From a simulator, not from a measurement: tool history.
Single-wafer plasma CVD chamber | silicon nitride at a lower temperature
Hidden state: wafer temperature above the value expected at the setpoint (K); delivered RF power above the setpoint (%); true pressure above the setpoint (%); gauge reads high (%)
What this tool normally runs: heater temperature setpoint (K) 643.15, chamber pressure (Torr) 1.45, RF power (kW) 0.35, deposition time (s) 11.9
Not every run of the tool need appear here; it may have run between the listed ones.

| run | day | heater temperature setpoint (K) | chamber pressure (Torr) | RF power (kW) | deposition time (s) | wafers since the last listed run | hours since the last thermocouple change | hours since the last RF generator calibration | hours since the last manometer calibration | hours since the showerhead was replaced | hours since the gauge calibration | read-back reference wafer on the same gauge, thickness_nm | mean film thickness on the monitor wafer (angstrom) |
|---|---|---|---|---|---|---|---|---|---|---|---|---|---|
| 1 | 0 | 643.15 | 1.45 | 0.35 | 11.9 | 0 | 405.7 | 643.4 | 2363.7 | 6736.7 | 878.9 | 14.196 | 143.15 |
| 2 | 1.767 | 637.15 | 1.7 | 0.35 | 11.9 | 1005 | 448.1 | 685.8 | 2406.1 | 6779.1 | 921.3 | 14.198 | 151.71 |
| 3 | 4.7 | 637.15 | 1.7 | 0.35 | 11.9 | 1670 | 518.5 | 756.2 | 2476.5 | 6849.5 | 991.7 | 14.174 | 152.02 |
| 4 | 6.342 | 643.15 | 1.23 | 0.35 | 11.9 | 934 | 557.9 | 795.6 | 2515.9 | 6888.9 | 1031.1 | 14.216 | 134.85 |
| 5 | 8.058 | 643.15 | 1.23 | 0.35 | 11.9 | 977 | 599.1 | 836.8 | 2557.1 | 6930.1 | 1072.3 | 14.189 | 133.73 |
| 6 | 10.567 | 643.15 | 1.09 | 0.29 | 11.9 | 1428 | 659.3 | 897 | 2617.3 | 6990.3 | 1132.5 | 14.203 | 113.83 |
| 7 | 11.812 | 643.15 | 1.57 | 0.35 | 10.3 | 709 | 689.2 | 926.9 | 2647.2 | 7020.2 | 1162.4 | 14.184 | 127.12 |
|  | 12.329 | RF generator calibrated |
| 8 | 14.308 | 635.15 | 1.45 | 0.35 | 10.9 | 1231 | 749.1 | 47.5 | 2707.1 | 7080.1 | 1222.3 | 14.19 | 132.5 |
|  | 15.483 | showerhead replaced, of another model than before |
|  | 17.488 | capacitance manometer re-zeroed and calibrated |
| 9 | 17.508 | 652.15 | 1.71 | 0.35 | 13.2 | 1442 | 825.9 | 124.3 | 0.5 | 48.6 | 1299.1 | 14.187 | 167.11 |
| 10 | 18.412 | 638.15 | 1.45 | 0.375 | 13.9 | 514 | 847.6 | 146 | 22.2 | 70.3 | 1320.8 | 14.214 | 173.97 |
| 11 | 24.4 | 634.15 | 1.45 | 0.35 | 11.2 | 3409 | 991.3 | 289.7 | 165.9 | 214 | 1464.5 | 14.21 | 133.09 |
| 12 | 27.062 | 643.15 | 1.45 | 0.35 | 11.9 | 1515 | 1055.2 | 353.6 | 229.8 | 277.9 | 1528.4 | 14.185 | 140.27 |
| 13 | 29.217 | 631.15 | 1.45 | 0.35 | 11.2 | 1226 | 1106.9 | 405.3 | 281.5 | 329.6 | 1580.1 | 14.195 | 132.82 |
| 14 | 31.979 | 652.15 | 1.71 | 0.35 | 13.2 | 1572 | 1173.2 | 471.6 | 347.8 | 395.9 | 1646.4 | 14.206 | 168.46 |
|  | 32.808 | thermocouple changed; heater temperature recalibrated |
| 15 | 33.379 | 643.15 | 1.62 | 0.325 | 10.9 | 607 | 13.7 | 505.2 | 381.4 | 429.5 | 1680 | 14.235 | 129.17 |
| 16 | 34.712 | 643.15 | 1.33 | 0.35 | 11.9 | 759 | 45.7 | 537.2 | 413.4 | 461.5 | 1712 | 14.194 | 135.39 |
|  | 35.458 | gauge calibrated |
| 17 | 36.425 | 655.15 | 1.45 | 0.35 | 9.9 | 975 | 86.8 | 578.3 | 454.5 | 502.6 | 23.2 | 14.165 | 117.14 |
| 18 | 41.496 | 637.15 | 1.21 | 0.35 | 10.5 | 2887 | 208.5 | 700 | 576.2 | 624.3 | 144.9 | 14.172 | 111.65 |
| 19 | 44.179 | 650.15 | 1.33 | 0.395 | 14 | 1527 | 272.9 | 764.4 | 640.6 | 688.7 | 209.3 | 14.194 | 176.4 |
| 20 | 46.662 | 643.15 | 1.45 | 0.35 | 11.9 | 1413 | 332.5 | 824 | 700.2 | 748.3 | 268.9 | 14.199 | 141.41 |
| 21 | 49.162 | 634.15 | 1.35 | 0.285 | 11.9 | 1423 | 392.5 | 884 | 760.2 | 808.3 | 328.9 | 14.219 | 114.08 |
|  | 50.908 | RF generator calibrated |
| 22 | 51.571 | 643.15 | 1.45 | 0.35 | 11.9 | 1181 | 450.3 | 15.9 | 818 | 866.1 | 386.7 | 14.2 | 140.97 |
| 23 | 52.925 | 643.15 | 1.45 | 0.35 | 11.9 | 771 | 482.8 | 48.4 | 850.5 | 898.6 | 419.2 | 14.198 | 142.79 |
| 24 | 55.504 | 643.15 | 1.45 | 0.37 | 9.6 | 1468 | 544.7 | 110.3 | 912.4 | 960.5 | 481.1 | 14.2 | 120.36 |
| 25 | 56.921 | 635.15 | 1.17 | 0.4 | 10 | 806 | 578.7 | 144.3 | 946.4 | 994.5 | 515.1 | 14.217 | 118.42 |
| 26 | 59.75 | 647.15 | 1.45 | 0.35 | 11.9 | 1610 | 646.6 | 212.2 | 1014.3 | 1062.4 | 583 | 14.181 | 141.87 |
| 27 | 62.329 | 657.15 | 1.66 | 0.35 | 10.6 | 1468 | 708.5 | 274.1 | 1076.2 | 1124.3 | 644.9 | 14.208 | 135.2 |
| 28 | 63.433 | 636.15 | 1.45 | 0.35 | 9.7 | 628 | 735 | 300.6 | 1102.7 | 1150.8 | 671.4 | 14.208 | 116.64 |

What if the next run were any one of these 4? Each begins from the tool's condition after run 28:
| A | 63.45 | 643.15 | 1.45 | 0.35 | 11.9 | 9 | 735.4 | 301 | 1103.1 | 1151.2 | 671.8 | ? | ? |
| B | 63.45 | 643.15 | 1.45 | 0.285 | 12.5 | 9 | 735.4 | 301 | 1103.1 | 1151.2 | 671.8 | ? | ? |
| C | 63.45 | 652.15 | 1.64 | 0.31 | 10.2 | 9 | 735.4 | 301 | 1103.1 | 1151.2 | 671.8 | ? | ? |
| D | 63.45 | 629.15 | 1.64 | 0.4 | 12.6 | 9 | 735.4 | 301 | 1103.1 | 1151.2 | 671.8 | ? | ? |

| run | read-back reference wafer on the same gauge, thickness_nm | mean film thickness on the monitor wafer (angstrom) |
|---|---|---|
| A | 14.208 | 144.23 |
| B | 14.208 | 126.06 |
| C | 14.208 | 117.72 |
| D | 14.208 | 181.28 |
Stripped of hidden state, with their random variation kept, the same runs would have yielded:
| run | mean film thickness on the monitor wafer (angstrom) |
|---|---|
| A | 139.94 |
| B | 122.31 |
| C | 114.38 |
| D | 176.15 |
